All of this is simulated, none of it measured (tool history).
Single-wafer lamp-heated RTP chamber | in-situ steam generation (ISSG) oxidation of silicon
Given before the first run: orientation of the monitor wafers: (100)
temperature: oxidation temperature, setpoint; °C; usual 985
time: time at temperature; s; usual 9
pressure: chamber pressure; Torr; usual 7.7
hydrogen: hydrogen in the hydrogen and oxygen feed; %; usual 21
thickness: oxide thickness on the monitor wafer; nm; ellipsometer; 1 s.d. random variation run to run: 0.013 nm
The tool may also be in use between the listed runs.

run     day  temperature  time  pressure  hydrogen  wafers since the last listed run  wafers since the last pyrometer calibration  hours since the pressure gauge was zeroed  hours since the hydrogen flow controller was replaced  hours since the gauge calibration  read-back reference wafer on the same gauge, thickness  thickness
  1       0          985     9       7.7        21                                 0                                          824                                     1286.8                                                 2735.5                              699.8                                                   3.279      3.408
  2   2.467          985     9       7.7        21                               584                                         1409                                       1346                                                 2794.7                                759                                                   3.279      3.413
  3   4.017          985     9       7.7        21                               367                                         1776                                     1383.2                                                 2831.9                              796.2                                                    3.28      3.412
  4   7.671          990     9       7.7        29                               865                                         2642                                     1470.9                                                 2919.6                              883.9                                                   3.278      3.794
  5   9.812          985     9       7.7        21                               507                                         3149                                     1522.3                                                   2971                              935.3                                                   3.274      3.428
  6  13.121          985     9       7.7        21                               783                                         3933                                     1601.7                                                 3050.4                             1014.7                                                   3.287      3.412
  7  16.833          985     9       7.7        21                               879                                         4813                                     1690.8                                                 3139.5                             1103.8                                                   3.279      3.441
  8  19.392          985     9       7.7        27                               606                                         5419                                     1752.2                                                 3200.9                             1165.2                                                   3.277      3.682
  9  23.046          985     9       7.7        27                               865                                         6285                                     1839.9                                                 3288.6                             1252.9                                                   3.282      3.674
 10  26.071          985     9       7.7        27                               716                                         7002                                     1912.5                                                 3361.2                             1325.5                                                   3.283      3.683
     28.158  -- pyrometer window cleaned and pyrometer calibrated
 11  30.158          985     9       7.7        21                               889                                          473                                     2010.6                                                 3459.3                             1423.6                                                    3.28      3.497
 12  33.988          985     9       7.7        21                               907                                         1381                                     2102.5                                                 3551.2                             1515.5                                                   3.281      3.485
 13  36.367          985     9       7.7        21                               563                                         1945                                     2159.6                                                 3608.3                             1572.6                                                   3.279      3.488
 14  37.871          985     9       7.7        21                               356                                         2301                                     2195.7                                                 3644.4                             1608.7                                                    3.28       3.48
 15  41.342         1004     9       8.8        21                               822                                         3123                                       2279                                                 3727.7                               1692                                                   3.278      3.738
     43.854  -- pressure gauge zeroed
 16   44.35          985     9       7.7        21                               633                                         3757                                       11.9                                                 3799.9                             1764.2                                                   3.278      3.495
     45.708  -- pyrometer window cleaned and pyrometer calibrated, repeated, since the last time left the tool worse
 17  46.212         1000     9       7.2        30                               362                                          119                                       56.6                                                 3844.6                             1808.9                                                   3.276       3.92
      46.25  -- gauge calibrated
 18  48.304          985     9       7.7        21                               495                                          615                                      106.8                                                 3894.8                               49.3                                                   3.285      3.398
 19  52.275          994     9       9.2        12                               940                                         1556                                      202.1                                                 3990.1                              144.6                                                   3.283       3.05
 20  55.021          985    12       8.8        21                               650                                         2206                                        268                                                   4056                              210.5                                                   3.279      3.808
     55.571  -- hydrogen flow controller replaced
 21  57.758          985     9       7.7        21                               569                                         2776                                      333.7                                                   52.5                              276.2                                                   3.273      3.425
 22  60.208         1000     8       8.8        17                               580                                         3357                                      392.5                                                  111.3                                335                                                   3.277       3.22
 23  63.638         1004     9       7.7        21                               812                                         4169                                      474.8                                                  193.6                              417.3                                                   3.286      3.628
 24  65.846          985     9       7.7        21                               523                                         4693                                      527.8                                                  246.6                              470.3                                                   3.284      3.415
 25  69.304          985     9       6.9        21                               819                                         5512                                      610.8                                                  329.6                              553.3                                                   3.281      3.414
 26  72.579          985     9       7.7        21                               776                                         6288                                      689.4                                                  408.2                              631.9                                                   3.285      3.425
     73.504  -- pyrometer window cleaned and pyrometer calibrated
 27  77.075          985     9       7.7        24                               986                                          846                                      797.3                                                  516.1                              739.8                                                   3.275      3.547
 28  84.079          985     9       7.7        21                              1659                                         2505                                      965.4                                                  684.2                              907.9                                                   3.278      3.405
 29  88.162          985    11       7.7        21                               967                                         3473                                     1063.4                                                  782.2                             1005.9                                                   3.284      3.717

What if the next run were any one of these 5? Each begins from the tool's condition after run 29:
  A  88.179          985     9         9        21                                 3                                         3477                                     1063.8                                                  782.6                             1006.3                                                       ?          ?
  B  88.179          996    10       6.9        24                                 3                                         3477                                     1063.8                                                  782.6                             1006.3                                                       ?          ?
  C  88.179          985     7       7.7        21                                 3                                         3477                                     1063.8                                                  782.6                             1006.3                                                       ?          ?
  D  88.179          985    12         9        12                                 3                                         3477                                     1063.8                                                  782.6                             1006.3                                                       ?          ?
  E  88.179          971    12       8.8        25                                 3                                         3477                                     1063.8                                                  782.6                             1006.3                                                       ?          ?

run  read-back reference wafer on the same gauge, thickness  thickness
  A                                                   3.285      3.383
  B                                                   3.285      3.801
  C                                                   3.285      3.088
  D                                                   3.285      3.345
  E                                                   3.285      3.817
What these runs would have given with no unlogged condition in the tool:
run  thickness
  A      3.345
  B      3.753
  C      3.057
  D      3.304
  E      3.773
